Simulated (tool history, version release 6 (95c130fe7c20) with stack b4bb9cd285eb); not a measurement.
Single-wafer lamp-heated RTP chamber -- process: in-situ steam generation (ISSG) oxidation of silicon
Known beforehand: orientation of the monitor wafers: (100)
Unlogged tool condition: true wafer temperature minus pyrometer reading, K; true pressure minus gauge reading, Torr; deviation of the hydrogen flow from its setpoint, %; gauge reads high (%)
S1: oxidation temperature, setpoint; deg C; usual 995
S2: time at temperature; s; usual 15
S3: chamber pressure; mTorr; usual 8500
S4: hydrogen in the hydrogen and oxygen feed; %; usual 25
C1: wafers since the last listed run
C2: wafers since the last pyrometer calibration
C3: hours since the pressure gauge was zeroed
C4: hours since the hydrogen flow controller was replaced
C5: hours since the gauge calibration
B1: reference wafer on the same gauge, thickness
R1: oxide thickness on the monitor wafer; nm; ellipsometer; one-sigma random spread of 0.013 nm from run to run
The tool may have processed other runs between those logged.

run,hour,S1,S2,S3,S4,C1,C2,C3,C4,C5,B1,R1
1,0.0,985,15,8500,25,0,2845,2184.4,4164.6,709.6,6.160,5.129
2,35.7,985,15,8500,25,377,3223,2220.1,4200.3,745.3,6.161,5.130
3,68.3,995,15,8500,32,344,3568,2252.7,4232.9,777.9,6.161,5.651
4,126.0,995,15,8500,32,610,4178,2310.4,4290.6,835.6,6.163,5.641
5,177.5,995,15,8500,25,544,4722,2361.9,4342.1,887.1,6.155,5.291
6,205.1,995,15,7700,25,291,5014,2389.5,4369.7,914.7,6.161,5.325
7,234.8,995,15,7700,25,314,5328,2419.2,4399.4,944.4,6.163,5.327
8,274.7,995,15,7700,25,421,5750,2459.1,4439.3,984.3,6.158,5.354
# hour 346.8: pressure gauge zeroed
9,347.3,995,15,8500,25,683,6433,0.5,4511.9,1056.9,6.154,5.306
# hour 356.1: pyrometer window cleaned and pyrometer calibrated
10,377.7,995,15,8500,25,236,228,30.9,4542.3,1087.3,6.157,5.257
11,419.8,995,15,8500,25,445,673,73.0,4584.4,1129.4,6.162,5.266
12,467.4,995,15,8500,25,503,1177,120.6,4632.0,1177.0,6.159,5.271
# hour 484.4: hydrogen flow controller replaced
13,517.3,1015,20,7500,15,443,1620,170.5,32.9,1226.9,6.156,5.798
14,571.3,995,15,8500,21,570,2191,224.5,86.9,1280.9,6.161,5.048
15,662.5,995,20,7900,25,964,3155,315.7,178.1,1372.1,6.162,6.026
# hour 663.9: gauge calibrated
16,716.7,988,15,8500,25,573,3728,369.9,232.3,52.8,6.160,5.165
17,819.2,995,15,8500,25,1083,4812,472.4,334.8,155.3,6.157,5.313
18,875.4,982,15,7900,25,594,5406,528.6,391.0,211.5,6.158,5.105
19,907.2,995,17,8500,25,336,5743,560.4,422.8,243.3,6.160,5.614
20,970.6,988,20,7400,29,670,6413,623.8,486.2,306.7,6.159,6.150
# hour 991.7: pyrometer window cleaned and pyrometer calibrated
21,1017.6,976,15,8500,25,412,274,670.8,533.2,353.7,6.163,4.922
22,1049.9,979,19,7600,25,341,615,703.1,565.5,386.0,6.161,5.520
23,1074.7,1007,17,8500,19,262,878,727.9,590.3,410.8,6.164,5.468
24,1106.6,978,17,9700,25,337,1215,759.8,622.2,442.7,6.160,5.147
25,1137.6,1007,17,8500,19,327,1543,790.8,653.2,473.7,6.165,5.472

Predict each of these 5 candidate next runs independently; none follows another, all start after run 25:
A,1138.0,981,15,8500,25,4,1547,791.2,653.6,474.1,?,?
B,1138.0,995,11,7200,31,4,1547,791.2,653.6,474.1,?,?
C,1138.0,982,13,9500,25,4,1547,791.2,653.6,474.1,?,?
D,1138.0,995,15,8900,25,4,1547,791.2,653.6,474.1,?,?
E,1138.0,976,20,8500,25,4,1547,791.2,653.6,474.1,?,?

run,B1,R1
A,6.157,5.007
B,6.157,4.933
C,6.157,4.667
D,6.157,5.234
E,6.157,5.560
Without the tool's unlogged condition, the same runs would have read:
run,R1
A,4.970
B,4.897
C,4.633
D,5.191
E,5.515

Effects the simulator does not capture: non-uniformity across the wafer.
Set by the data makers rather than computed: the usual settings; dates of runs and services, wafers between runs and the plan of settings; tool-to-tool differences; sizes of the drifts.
